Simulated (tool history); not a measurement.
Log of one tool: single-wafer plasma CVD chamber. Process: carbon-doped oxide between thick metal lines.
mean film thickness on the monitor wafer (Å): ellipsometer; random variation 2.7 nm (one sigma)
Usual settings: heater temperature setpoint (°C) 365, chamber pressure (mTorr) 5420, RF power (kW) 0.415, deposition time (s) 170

| run | day | heater temperature setpoint (°C) | chamber pressure (mTorr) | RF power (kW) | deposition time (s) | wafers since the last listed run | hours since the last thermocouple change | hours since the last RF generator calibration | hours since the last manometer calibration | hours since the showerhead was replaced | hours since the gauge calibration | read-back reference wafer on the same gauge, thickness_nm | mean film thickness on the monitor wafer (Å) |
|---|---|---|---|---|---|---|---|---|---|---|---|---|---|
| 1 | 0 | 365 | 5420 | 0.415 | 190 | 0 | 1292.7 | 2200.2 | 1687.4 | 2188.2 | 343.8 | 566.972 | 6903.5 |
| 2 | 1.358 | 365 | 5420 | 0.415 | 190 | 438 | 1325.3 | 2232.8 | 1720 | 2220.8 | 376.4 | 566.777 | 6901.57 |
| 3 | 2.296 | 365 | 5420 | 0.415 | 190 | 302 | 1347.8 | 2255.3 | 1742.5 | 2243.3 | 398.9 | 566.312 | 6885.95 |
| 4 | 3.292 | 365 | 5420 | 0.395 | 170 | 321 | 1371.7 | 2279.2 | 1766.4 | 2267.2 | 422.8 | 566.867 | 5912.23 |
| 5 | 4.038 | 353 | 5420 | 0.415 | 170 | 240 | 1389.6 | 2297.1 | 1784.3 | 2285.1 | 440.7 | 567.027 | 6325.42 |
| 6 | 5.262 | 365 | 4950 | 0.415 | 170 | 395 | 1419 | 2326.5 | 1813.7 | 2314.5 | 470.1 | 566.967 | 6108.09 |
| 7 | 6.133 | 365 | 4950 | 0.415 | 170 | 280 | 1439.9 | 2347.4 | 1834.6 | 2335.4 | 491 | 566.868 | 6126.94 |
| 8 | 7.046 | 365 | 4950 | 0.415 | 170 | 294 | 1461.8 | 2369.3 | 1856.5 | 2357.3 | 512.9 | 566.869 | 6047.59 |
| 9 | 7.979 | 360 | 5420 | 0.415 | 170 | 301 | 1484.2 | 2391.7 | 1878.9 | 2379.7 | 535.3 | 566.912 | 6182.84 |
|  | 9.325 | showerhead replaced, of another model than before |
| 10 | 9.346 | 360 | 5420 | 0.415 | 170 | 333 | 1517 | 2424.5 | 1911.7 | 0.5 | 568.1 | 566.671 | 6379.11 |
| 11 | 9.9 | 365 | 5420 | 0.415 | 170 | 178 | 1530.3 | 2437.8 | 1925 | 13.8 | 581.4 | 567.032 | 6310.09 |
| 12 | 10.712 | 365 | 6380 | 0.415 | 170 | 262 | 1549.8 | 2457.3 | 1944.5 | 33.3 | 600.9 | 566.567 | 6349.05 |
| 13 | 11.254 | 365 | 6380 | 0.415 | 170 | 174 | 1562.8 | 2470.3 | 1957.5 | 46.3 | 613.9 | 566.779 | 6406.89 |
| 14 | 11.825 | 365 | 5420 | 0.415 | 170 | 184 | 1576.5 | 2484 | 1971.2 | 60 | 627.6 | 566.71 | 6297.39 |
| 15 | 12.475 | 353 | 5420 | 0.415 | 170 | 209 | 1592.1 | 2499.6 | 1986.8 | 75.6 | 643.2 | 567.206 | 6451.16 |
| 16 | 13.321 | 370 | 6070 | 0.455 | 148 | 272 | 1612.4 | 2519.9 | 2007.1 | 95.9 | 663.5 | 566.911 | 5742.5 |
|  | 13.75 | capacitance manometer re-zeroed and calibrated |
|  | 13.754 | gauge calibrated |
|  | 14.229 | RF generator calibrated |
| 17 | 14.25 | 365 | 5420 | 0.415 | 189 | 84 | 1634.7 | 0.5 | 12 | 118.2 | 11.9 | 566.932 | 7323.38 |
| 18 | 15.342 | 365 | 5420 | 0.415 | 170 | 352 | 1660.9 | 26.7 | 38.2 | 144.4 | 38.1 | 566.721 | 6549.48 |
| 19 | 15.933 | 355 | 5990 | 0.415 | 170 | 190 | 1675.1 | 40.9 | 52.4 | 158.6 | 52.3 | 567.778 | 6757.2 |
| 20 | 17.325 | 365 | 4420 | 0.49 | 138 | 448 | 1708.5 | 74.3 | 85.8 | 192 | 85.7 | 566.805 | 5731.15 |
| 21 | 18.242 | 365 | 5420 | 0.415 | 170 | 295 | 1730.5 | 96.3 | 107.8 | 214 | 107.7 | 566.761 | 6543.57 |
| 22 | 19.675 | 365 | 5420 | 0.46 | 151 | 462 | 1764.9 | 130.7 | 142.2 | 248.4 | 142.1 | 566.97 | 6107.32 |
|  | 20.638 | thermocouple changed; heater temperature recalibrated |
| 23 | 20.742 | 365 | 5420 | 0.415 | 170 | 236 | 2.5 | 156.3 | 167.8 | 274 | 167.7 | 566.123 | 6540.61 |
| 24 | 21.421 | 365 | 5420 | 0.415 | 170 | 219 | 18.8 | 172.6 | 184.1 | 290.3 | 184 | 567.233 | 6580.42 |
| 25 | 22.317 | 374 | 5420 | 0.415 | 170 | 289 | 40.3 | 194.1 | 205.6 | 311.8 | 205.5 | 566.711 | 6417.71 |
| 26 | 22.929 | 379 | 6750 | 0.415 | 170 | 197 | 55 | 208.8 | 220.3 | 326.5 | 220.2 | 567.146 | 6465.42 |
| 27 | 23.775 | 380 | 5420 | 0.415 | 170 | 272 | 75.3 | 229.1 | 240.6 | 346.8 | 240.5 | 566.48 | 6414.5 |
| 28 | 24.825 | 351 | 4550 | 0.415 | 170 | 338 | 100.5 | 254.3 | 265.8 | 372 | 265.7 | 567.198 | 6718.77 |
| 29 | 28.092 | 350 | 4760 | 0.375 | 148 | 1053 | 178.9 | 332.7 | 344.2 | 450.4 | 344.1 | 567.279 | 5588.97 |

Some steps in mean film thickness on the monitor wafer (Å) between neighbouring runs. How much of each would the tool show without its hidden state too (settings, what came in, random variation), and how much is left for the hidden state, with any gauge scatter that isn't in both results?
The hidden state here: wafer temperature above the value expected at the setpoint (K); delivered RF power above the setpoint (%); true pressure above the setpoint (%); gauge reads high (%).
Run 9 -> 10: showerhead replaced, of another model than before. mean film thickness on the monitor wafer (Å) +196.27: hidden state +181.57, all else +14.7.
Run 16 -> 17: heater temperature setpoint (°C) 370 -> 365, chamber pressure (mTorr) 6070 -> 5420, RF power (kW) 0.455 -> 0.415, deposition time (s) 148 -> 189, capacitance manometer re-zeroed and calibrated, gauge calibrated, RF generator calibrated. mean film thickness on the monitor wafer (Å) +1580.88: hidden state +245.19, all else +1335.69.
Run 28 -> 29: heater temperature setpoint (°C) 351 -> 350, chamber pressure (mTorr) 4550 -> 4760, RF power (kW) 0.415 -> 0.375, deposition time (s) 170 -> 148. mean film thickness on the monitor wafer (Å) -1129.8: hidden state +5.22, all else -1135.02.
